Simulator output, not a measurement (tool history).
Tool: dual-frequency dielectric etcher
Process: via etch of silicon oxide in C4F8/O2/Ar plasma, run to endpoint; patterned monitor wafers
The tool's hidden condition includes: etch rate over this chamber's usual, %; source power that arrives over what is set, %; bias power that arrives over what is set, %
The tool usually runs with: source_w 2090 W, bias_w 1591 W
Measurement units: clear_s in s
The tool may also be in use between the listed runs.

run	hour	source_w	bias_w	wafers since the last listed run	hours since the last wet clean	hours since the last source power generator calibration	hours since the last bias power generator calibration	hours since the last upper electrode change	incoming incoming film thickness, nm	clear_s
1	0.0	2090	1336	0	207.2	4323.3	3331.8	2749.0	834.2	188.9
2	19.1	2090	1591	72	226.3	4342.4	3350.9	2768.1	841.9	180.8
3	42.4	2090	1591	88	249.6	4365.7	3374.2	2791.4	843.6	178.7
4	71.5	1720	1851	110	278.7	4394.8	3403.3	2820.5	840.9	175.2
5	85.1	1720	1851	51	292.3	4408.4	3416.9	2834.1	847.8	182.7
6	115.7	1720	1851	116	322.9	4439.0	3447.5	2864.7	834.7	178.8
7	129.1	2090	1591	51	336.3	4452.4	3460.9	2878.1	834.8	179.2
8	156.4	1750	1591	104	363.6	4479.7	3488.2	2905.4	845.7	192.0
9	242.8	1750	1591	329	450.0	4566.1	3574.6	2991.8	836.9	189.3
10	282.9	2440	1591	152	490.1	4606.2	3614.7	3031.9	829.2	171.3
# hour 298.2: bias power generator calibrated
# hour 328.2: wet clean of the chamber
11	328.7	2090	1591	67	0.5	4652.0	30.5	3077.7	844.3	190.6
# hour 371.1: upper electrode replaced
12	397.8	1690	1591	171	69.6	4721.1	99.6	26.7	844.7	200.0
13	427.3	2340	1591	112	99.1	4750.6	129.1	56.2	831.7	181.1
# hour 448.2: source power generator calibrated
# hour 461.9: wet clean of the chamber, repeated, since the last time left the tool worse
14	462.4	1720	1851	66	0.5	14.2	164.2	91.3	839.5	174.0
15	477.3	2090	1591	56	15.4	29.1	179.1	106.2	844.7	174.7
16	503.6	2090	1591	100	41.7	55.4	205.4	132.5	834.7	174.8
17	516.6	2560	1838	49	54.7	68.4	218.4	145.5	832.1	157.4
18	549.7	1830	1226	126	87.8	101.5	251.5	178.6	843.7	200.3
19	562.9	1680	1394	50	101.0	114.7	264.7	191.8	836.0	195.2

Forecast each of these 5 alternatives for the next run:
A	563.4	2090	1591	1	101.5	115.2	265.2	192.3	834.0	?
B	563.4	1630	1981	1	101.5	115.2	265.2	192.3	834.0	?
C	563.4	1880	1807	1	101.5	115.2	265.2	192.3	834.0	?
D	563.4	2260	1211	1	101.5	115.2	265.2	192.3	834.0	?
E	563.4	2510	1227	1	101.5	115.2	265.2	192.3	834.0	?

run	clear_s
A	175.9
B	173.6
C	173.0
D	189.3
E	182.8
Take away the tool's hidden state, keep each run's random variation, and the runs would have read:
run	clear_s
A	175.5
B	173.2
C	172.6
D	188.9
E	182.4
